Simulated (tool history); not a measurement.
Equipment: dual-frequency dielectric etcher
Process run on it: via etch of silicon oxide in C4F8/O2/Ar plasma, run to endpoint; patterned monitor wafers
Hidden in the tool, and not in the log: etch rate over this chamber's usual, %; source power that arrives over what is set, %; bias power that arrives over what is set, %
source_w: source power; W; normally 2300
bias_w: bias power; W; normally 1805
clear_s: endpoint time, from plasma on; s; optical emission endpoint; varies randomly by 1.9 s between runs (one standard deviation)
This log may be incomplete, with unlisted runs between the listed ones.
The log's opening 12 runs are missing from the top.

run    hour  source_w  bias_w  wafers since the last listed run  hours since the last wet clean  hours since the last source power generator calibration  hours since the last bias power generator calibration  hours since the last upper electrode change  incoming incoming film thickness, nm  clear_s
      995.5  -- upper electrode replaced
 13  1063.5      2300    1979                              1270                           684.1                                                   1954.5                                                  971.4                                         68.0                                1371.6    260.4
 14  1110.1      2300    1805                               371                           730.7                                                   2001.1                                                 1018.0                                        114.6                                1363.7    268.6
     1181.9  -- wet clean of the chamber
 15  1189.1      2730    1937                               438                             7.2                                                   2080.1                                                 1097.0                                        193.6                                1376.8    246.7
     1232.2  -- source power generator calibrated
 16  1242.1      2090    1805                               391                            60.2                                                      9.9                                                 1150.0                                        246.6                                1350.5    278.8
 17  1333.8      2300    1805                               731                           151.9                                                    101.6                                                 1241.7                                        338.3                                1373.5    276.9
 18  1425.0      2300    1805                               727                           243.1                                                    192.8                                                 1332.9                                        429.5                                1360.6    270.3
 19  1524.7      2500    2046                               795                           342.8                                                    292.5                                                 1432.6                                        529.2                                1372.4    249.5
 20  1621.0      2560    2113                               768                           439.1                                                    388.8                                                 1528.9                                        625.5                                1370.3    244.6
 21  1691.8      2480    1976                               565                           509.9                                                    459.6                                                 1599.7                                        696.3                                1375.3    255.1
 22  1796.4      2300    1377                               834                           614.5                                                    564.2                                                 1704.3                                        800.9                                1362.0    296.7
 23  1884.4      1970    1805                               702                           702.5                                                    652.2                                                 1792.3                                        888.9                                1369.7    292.1
 24  1985.3      2580    1501                               805                           803.4                                                    753.1                                                 1893.2                                        989.8                                1374.5    275.2
     2106.1  -- wet clean of the chamber
 25  2106.6      2300    1389                               776                             0.5                                                    874.4                                                 2014.5                                       1111.1                                1355.1    298.6
 26  2146.4      2060    1805                               317                            40.3                                                    914.2                                                 2054.3                                       1150.9                                1360.2    284.1
 27  2186.1      2610    2204                               316                            80.0                                                    953.9                                                 2094.0                                       1190.6                                1368.6    237.1
 28  2268.5      2300    1805                               657                           162.4                                                   1036.3                                                 2176.4                                       1273.0                                1370.4    272.1
     2279.6  -- bias power generator calibrated
 29  2364.2      2300    1805                               731                           258.1                                                   1132.0                                                   84.6                                       1368.7                                1373.8    270.9
 30  2463.0      2650    1805                               788                           356.9                                                   1230.8                                                  183.4                                       1467.5                                1371.6    254.1
 31  2512.6      1900    2220                               395                           406.5                                                   1280.4                                                  233.0                                       1517.1                                1371.6    276.7
 32  2616.5      2300    1805                               829                           510.4                                                   1384.3                                                  336.9                                       1621.0                                1364.3    272.1
 33  2678.0      2300    1926                               490                           571.9                                                   1445.8                                                  398.4                                       1682.5                                1366.5    263.1
 34  2718.1      2600    1805                               320                           612.0                                                   1485.9                                                  438.5                                       1722.6                                1340.0    250.0

Alternative continuations, all from the tool just after run 34; predict every row:
  A  2718.6      2300    1805                                 3                           612.5                                                   1486.4                                                  439.0                                       1723.1                                1363.6        ?
  B  2718.6      2550    1445                                 3                           612.5                                                   1486.4                                                  439.0                                       1723.1                                1363.6        ?
  C  2718.6      2870    1598                                 3                           612.5                                                   1486.4                                                  439.0                                       1723.1                                1363.6        ?
  D  2718.6      1830    1805                                 3                           612.5                                                   1486.4                                                  439.0                                       1723.1                                1363.6        ?
  E  2718.6      2470    1957                                 3                           612.5                                                   1486.4                                                  439.0                                       1723.1                                1363.6        ?

run  clear_s
  A    269.9
  B    279.8
  C    255.3
  D    300.4
  E    253.5
Stripped of hidden state, with their random variation kept, the same runs would have yielded:
run  clear_s
  A    269.9
  B    279.8
  C    255.3
  D    300.4
  E    253.5
